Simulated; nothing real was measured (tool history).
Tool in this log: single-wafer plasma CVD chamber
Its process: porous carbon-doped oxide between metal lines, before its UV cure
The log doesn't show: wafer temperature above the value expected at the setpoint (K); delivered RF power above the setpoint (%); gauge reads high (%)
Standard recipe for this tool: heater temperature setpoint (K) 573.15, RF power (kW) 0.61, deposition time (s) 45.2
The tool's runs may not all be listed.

run	hour	heater temperature setpoint (K)	RF power (kW)	deposition time (s)	wafers since the last listed run	hours since the last thermocouple change	hours since the last RF generator calibration	hours since the showerhead was replaced	hours since the gauge calibration	read-back reference wafer on the same gauge, thickness_nm	mean film thickness on the monitor wafer (Å)
1	0	573.15	0.52	45.2	0	841	1514	3764.5	490.2	299.38	2582.79
2	34.8	573.15	0.52	45.2	672	875.8	1548.8	3799.3	525	299.151	2614.67
3	86.4	573.15	0.52	45.2	996	927.4	1600.4	3850.9	576.6	298.947	2596.99
4	140.9	573.15	0.695	45.2	1052	981.9	1654.9	3905.4	631.1	299.624	3332.16
5	201.2	573.15	0.695	45.2	1164	1042.2	1715.2	3965.7	691.4	298.339	3314.74
6	262	573.15	0.695	45.2	1174	1103	1776	4026.5	752.2	298.528	3304.78
# hour 286: gauge calibrated
# hour 324.4: RF generator calibrated
7	326.8	573.15	0.61	45.2	1097	1167.8	2.4	4091.3	40.8	298.657	3004.83
8	377.3	573.15	0.61	45.2	975	1218.3	52.9	4141.8	91.3	299.192	3026.06
# hour 391.2: thermocouple changed; heater temperature recalibrated
9	429	573.15	0.61	45.2	844	37.8	104.6	4193.5	143	298.991	2913.88
10	468.3	587.15	0.695	40.4	759	77.1	143.9	4232.8	182.3	298.804	2717.1
# hour 530.8: showerhead replaced
11	564.7	573.15	0.61	40.6	1707	173.5	240.3	33.9	278.7	299.371	2674.81

Expected results for the next run?
12	664.6	573.15	0.61	45.2	1929	273.4	340.2	133.8	378.6	?	?

read-back reference wafer on the same gauge, thickness_nm: 298.96
mean film thickness on the monitor wafer (Å): 2944.25
Without the tool's hidden state the same run would have given mean film thickness on the monitor wafer (Å) 2901.38.
